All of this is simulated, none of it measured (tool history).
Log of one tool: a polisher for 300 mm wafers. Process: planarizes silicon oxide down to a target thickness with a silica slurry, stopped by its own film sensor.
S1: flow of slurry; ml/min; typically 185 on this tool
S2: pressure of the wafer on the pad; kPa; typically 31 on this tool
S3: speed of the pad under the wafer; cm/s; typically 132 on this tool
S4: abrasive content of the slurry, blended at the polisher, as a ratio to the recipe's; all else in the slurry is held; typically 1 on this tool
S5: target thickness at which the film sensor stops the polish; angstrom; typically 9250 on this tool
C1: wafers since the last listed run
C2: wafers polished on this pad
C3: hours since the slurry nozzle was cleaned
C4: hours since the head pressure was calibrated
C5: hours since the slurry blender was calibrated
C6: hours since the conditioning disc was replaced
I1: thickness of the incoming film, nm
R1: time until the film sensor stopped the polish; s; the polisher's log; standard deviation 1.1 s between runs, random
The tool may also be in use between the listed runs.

run 1 hour=0 | S1=185 S2=31 S3=146 S4=1 S5=9250 | C1=0 C2=34 C3=385.6 C4=1218.1 C5=154.3 C6=11.2 | I1=1210.3 | R1=65.9
-- hour=16.1 slurry blender recalibrated
run 2 hour=18.7 | S1=185 S2=31 S3=146 S4=1 S5=9250 | C1=132 C2=166 C3=404.3 C4=1236.8 C5=2.6 C6=29.9 | I1=1204.6 | R1=65.5
run 3 hour=38.5 | S1=185 S2=31 S3=132 S4=1 S5=9250 | C1=157 C2=323 C3=424.1 C4=1256.6 C5=22.4 C6=49.7 | I1=1207.6 | R1=72.5
run 4 hour=69.1 | S1=185 S2=31 S3=132 S4=1 S5=9250 | C1=242 C2=566 C3=454.7 C4=1287.2 C5=53 C6=80.3 | I1=1210.3 | R1=74.8
run 5 hour=105 | S1=185 S2=31 S3=132 S4=1 S5=9250 | C1=285 C2=852 C3=490.6 C4=1323.1 C5=88.9 C6=116.2 | I1=1226.9 | R1=83.3
run 6 hour=120.6 | S1=185 S2=31 S3=132 S4=1 S5=9250 | C1=123 C2=975 C3=506.2 C4=1338.7 C5=104.5 C6=131.8 | I1=1213.2 | R1=79.2
run 7 hour=146.5 | S1=185 S2=31 S3=132 S4=1 S5=9250 | C1=205 C2=1181 C3=532.1 C4=1364.6 C5=130.4 C6=157.7 | I1=1222.1 | R1=81.9
-- hour=150.6 worn pad replaced by a new one
run 8 hour=162.5 | S1=185 S2=31 S3=146 S4=0.7 S5=9250 | C1=95 C2=94 C3=548.1 C4=1380.6 C5=146.4 C6=173.7 | I1=1223.2 | R1=99.4
run 9 hour=180.8 | S1=135 S2=35.2 S3=88 S4=1.2 S5=9250 | C1=145 C2=239 C3=566.4 C4=1398.9 C5=164.7 C6=192 | I1=1227.7 | R1=87.1
-- hour=185 conditioning disc replaced and pad reconditioned
-- hour=207 slurry nozzle cleaned
run 10 hour=207.5 | S1=185 S2=40.7 S3=132 S4=1 S5=10120 | C1=188 C2=427 C3=0.5 C4=1425.6 C5=191.4 C6=22.5 | I1=1200.1 | R1=37.7
-- hour=210.8 slurry blender recalibrated
-- hour=237.3 head pressure recalibrated
run 11 hour=240.6 | S1=185 S2=31 S3=146 S4=1 S5=9250 | C1=231 C2=658 C3=33.6 C4=3.3 C5=29.8 C6=55.6 | I1=1209.2 | R1=69.4
run 12 hour=263.9 | S1=185 S2=31 S3=88 S4=1 S5=9250 | C1=185 C2=843 C3=56.9 C4=26.6 C5=53.1 C6=78.9 | I1=1221.6 | R1=110.5
run 13 hour=288.4 | S1=160 S2=24.1 S3=132 S4=1 S5=10220 | C1=194 C2=1038 C3=81.4 C4=51.1 C5=77.6 C6=103.4 | I1=1213.4 | R1=69.2
-- hour=304.8 worn pad replaced by a new one
run 14 hour=306.2 | S1=185 S2=31 S3=132 S4=1 S5=9250 | C1=109 C2=10 C3=99.2 C4=68.9 C5=95.4 C6=121.2 | I1=1202.2 | R1=67.6

Predict each of these 4 candidate next runs independently; none follows another, all start after run 14:
run A hour=306.6 | S1=185 S2=25.5 S3=132 S4=1 S5=9250 | C1=3 C2=13 C3=99.6 C4=69.3 C5=95.8 C6=121.6 | I1=1201.1 | R1=?
run B hour=306.6 | S1=185 S2=31 S3=112 S4=1 S5=9250 | C1=3 C2=13 C3=99.6 C4=69.3 C5=95.8 C6=121.6 | I1=1201.1 | R1=?
run C hour=306.6 | S1=185 S2=35.9 S3=132 S4=1 S5=9250 | C1=3 C2=13 C3=99.6 C4=69.3 C5=95.8 C6=121.6 | I1=1201.1 | R1=?
run D hour=306.6 | S1=240 S2=39.3 S3=132 S4=1 S5=9250 | C1=3 C2=13 C3=99.6 C4=69.3 C5=95.8 C6=121.6 | I1=1201.1 | R1=?

run=A R1=82.8
run=B R1=77.7
run=C R1=58.9
run=D R1=52.3
With no hidden state in the tool, these same runs would have given:
run=A R1=81.6
run=B R1=76.5
run=C R1=58.1
run=D R1=51.5
